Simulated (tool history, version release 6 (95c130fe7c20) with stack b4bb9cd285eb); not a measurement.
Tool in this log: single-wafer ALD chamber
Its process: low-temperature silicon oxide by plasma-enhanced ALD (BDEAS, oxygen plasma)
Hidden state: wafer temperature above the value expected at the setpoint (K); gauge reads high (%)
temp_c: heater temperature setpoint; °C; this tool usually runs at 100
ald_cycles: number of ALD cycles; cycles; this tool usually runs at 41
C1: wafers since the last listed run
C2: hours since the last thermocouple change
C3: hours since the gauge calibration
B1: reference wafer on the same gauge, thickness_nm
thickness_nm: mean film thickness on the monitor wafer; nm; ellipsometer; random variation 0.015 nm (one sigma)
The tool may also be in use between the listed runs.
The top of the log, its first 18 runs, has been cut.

Run 19, hour 1434.6: usual settings but temp_c 96 °C; C1 525; C2 704.0; C3 283.6; B1 4.888. Result: thickness_nm 6.100 nm.
Run 20, hour 1477.8: usual settings but temp_c 103 °C, ald_cycles 37 cycles; C1 292; C2 747.2; C3 326.8; B1 4.891. Result: thickness_nm 5.373 nm.
Run 21, hour 1518.5: usual settings but ald_cycles 43 cycles; C1 275; C2 787.9; C3 367.5; B1 4.888. Result: thickness_nm 6.299 nm.
Run 22, hour 1573.8: usual settings but temp_c 96 °C, ald_cycles 35 cycles; C1 374; C2 843.2; C3 422.8; B1 4.889. Result: thickness_nm 5.208 nm.
Run 23, hour 1671.2: usual settings but temp_c 89 °C, ald_cycles 44 cycles; C1 660; C2 940.6; C3 520.2; B1 4.890. Result: thickness_nm 6.699 nm.
Run 24, hour 1763.8: usual settings; C1 627; C2 1033.2; C3 612.8; B1 4.892. Result: thickness_nm 5.979 nm.
Run 25, hour 1801.3: usual settings but temp_c 111 °C, ald_cycles 34 cycles; C1 254; C2 1070.7; C3 650.3; B1 4.888. Result: thickness_nm 4.850 nm.
Run 26, hour 1869.3: usual settings but temp_c 111 °C, ald_cycles 48 cycles; C1 460; C2 1138.7; C3 718.3; B1 4.893. Result: thickness_nm 6.849 nm.
Run 27, hour 1952.0: usual settings but ald_cycles 48 cycles; C1 560; C2 1221.4; C3 801.0; B1 4.893. Result: thickness_nm 7.012 nm.
Run 28, hour 1997.4: usual settings but temp_c 103 °C, ald_cycles 37 cycles; C1 307; C2 1266.8; C3 846.4; B1 4.888. Result: thickness_nm 5.365 nm.
Run 29, hour 2071.6: usual settings but temp_c 113 °C, ald_cycles 36 cycles; C1 502; C2 1341.0; C3 920.6; B1 4.891. Result: thickness_nm 5.100 nm.
Run 30, hour 2131.7: usual settings but temp_c 108 °C, ald_cycles 45 cycles; C1 407; C2 1401.1; C3 980.7; B1 4.892. Result: thickness_nm 6.459 nm.
Run 31, hour 2174.3: usual settings but temp_c 93 °C, ald_cycles 34 cycles; C1 288; C2 1443.7; C3 1023.3; B1 4.888. Result: thickness_nm 5.071 nm.
Run 32, hour 2270.8: usual settings but temp_c 87 °C; C1 653; C2 1540.2; C3 1119.8; B1 4.891. Result: thickness_nm 6.281 nm.
Run 33, hour 2314.7: usual settings but ald_cycles 35 cycles; C1 297; C2 1584.1; C3 1163.7; B1 4.887. Result: thickness_nm 5.086 nm.
Run 34, hour 2351.1: usual settings; C1 246; C2 1620.5; C3 1200.1; B1 4.891. Result: thickness_nm 5.967 nm.

Branching from run 34: 5 alternative next runs. What would each branch give?
Run A, hour 2351.6: usual settings but temp_c 111 °C; C1 3; C2 1621.0; C3 1200.6; B1 ?. Result: thickness_nm ?.
Run B, hour 2351.6: usual settings but temp_c 95 °C, ald_cycles 36 cycles; C1 3; C2 1621.0; C3 1200.6; B1 ?. Result: thickness_nm ?.
Run C, hour 2351.6: usual settings but temp_c 111 °C, ald_cycles 45 cycles; C1 3; C2 1621.0; C3 1200.6; B1 ?. Result: thickness_nm ?.
Run D, hour 2351.6: usual settings but temp_c 85 °C, ald_cycles 46 cycles; C1 3; C2 1621.0; C3 1200.6; B1 ?. Result: thickness_nm ?.
Run E, hour 2351.6: usual settings but temp_c 107 °C, ald_cycles 38 cycles; C1 3; C2 1621.0; C3 1200.6; B1 ?. Result: thickness_nm ?.

run     B1  thickness_nm
  A  4.889         5.848
  B  4.889         5.357
  C  4.889         6.418
  D  4.889         7.121
  E  4.889         5.466
Had the tool no hidden state, the same runs would have come out as:
run  thickness_nm
  A         5.854
  B         5.367
  C         6.425
  D         7.135
  E         5.471

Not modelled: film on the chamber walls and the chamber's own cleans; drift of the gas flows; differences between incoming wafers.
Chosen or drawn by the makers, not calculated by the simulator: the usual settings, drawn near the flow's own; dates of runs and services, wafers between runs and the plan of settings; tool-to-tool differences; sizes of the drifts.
